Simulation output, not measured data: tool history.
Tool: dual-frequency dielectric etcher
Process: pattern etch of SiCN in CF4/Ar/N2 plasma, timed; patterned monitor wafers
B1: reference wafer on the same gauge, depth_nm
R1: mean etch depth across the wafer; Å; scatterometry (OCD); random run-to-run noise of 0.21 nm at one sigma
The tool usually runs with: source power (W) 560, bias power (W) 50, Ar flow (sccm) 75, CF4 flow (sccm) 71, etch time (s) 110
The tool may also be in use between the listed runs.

Run 1, hour 0: usual settings; B1 111.9. Result: R1 1033 Å.
Run 2, hour 0.3: usual settings; B1 111.8. Result: R1 1030 Å.
Run 3, hour 3.3: usual settings but CF4 flow (sccm) 84; B1 111.8. Result: R1 1072 Å.
At hour 17: Ar flow controller replaced.
Run 4, hour 17.5: usual settings but CF4 flow (sccm) 84; B1 111.8. Result: R1 1070 Å.
Run 5, hour 27: usual settings but Ar flow (sccm) 88; B1 111.9. Result: R1 1001 Å.
Run 6, hour 43.5: usual settings but Ar flow (sccm) 88; B1 111.9. Result: R1 1002 Å.
At hour 68: source power generator calibrated.
At hour 71.1: wet clean of the chamber.
Run 7, hour 71.6: usual settings but Ar flow (sccm) 88; B1 112. Result: R1 965 Å.
Run 8, hour 71.9: usual settings but source power (W) 510, bias power (W) 61, etch time (s) 91.5; B1 111.9. Result: R1 804 Å.
Run 9, hour 72.3: usual settings but bias power (W) 61, Ar flow (sccm) 84, CF4 flow (sccm) 88; B1 111.8. Result: R1 1078 Å.
Run 10, hour 80.4: usual settings but source power (W) 620, CF4 flow (sccm) 83; B1 111.9. Result: R1 1137 Å.
Run 11, hour 89.8: usual settings but bias power (W) 38, CF4 flow (sccm) 78; B1 111.8. Result: R1 952 Å.
Run 12, hour 97.4: usual settings but bias power (W) 44; B1 111.9. Result: R1 965 Å.
At hour 103.6: gauge calibrated.
Run 13, hour 106: usual settings; B1 111.8. Result: R1 997 Å.
At hour 115.6: bias power generator calibrated.
Run 14, hour 116.1: usual settings; B1 111.8. Result: R1 1000 Å.
Run 15, hour 120.4: usual settings; B1 112. Result: R1 1002 Å.
Run 16, hour 133.9: usual settings; B1 111.9. Result: R1 1002 Å.
Run 17, hour 147.9: usual settings but source power (W) 690, CF4 flow (sccm) 53; B1 112. Result: R1 1105 Å.
Run 18, hour 157.7: usual settings but Ar flow (sccm) 57; B1 111.9. Result: R1 1057 Å.
Run 19, hour 169.9: usual settings but bias power (W) 41, Ar flow (sccm) 89; B1 111.9. Result: R1 921 Å.
Run 20, hour 179.2: usual settings; B1 112. Result: R1 1007 Å.
Run 21, hour 195.3: usual settings but source power (W) 480; B1 111.9. Result: R1 874 Å.

Some steps in R1 between neighbouring runs. How much of each would the tool show without its hidden state too (settings, what came in, random variation), and how much is left for the hidden state, with any gauge scatter that isn't in both results?
The tool's hidden condition here consists of: etch rate over this chamber's usual, %; source power that arrives over what is set, %; bias power that arrives over what is set, %; Ar flow that arrives over what is set, %; CF4 flow that arrives over what is set, %; gauge reads high (%).
Run 2 -> 3: CF4 flow (sccm) 71 -> 84. R1 +42 Å: hidden state +2, all else +40.
Run 6 -> 7: source power generator calibrated, wet clean of the chamber. R1 -37 Å: hidden state -39, all else +2.
Run 8 -> 9: source power (W) 510 -> 560, Ar flow (sccm) 75 -> 84, CF4 flow (sccm) 71 -> 88, etch time (s) 91.5 -> 110. R1 +274 Å: hidden state +1, all else +273.
Run 10 -> 11: source power (W) 620 -> 560, bias power (W) 50 -> 38, CF4 flow (sccm) 83 -> 78. R1 -185 Å: hidden state +0, all else -185.
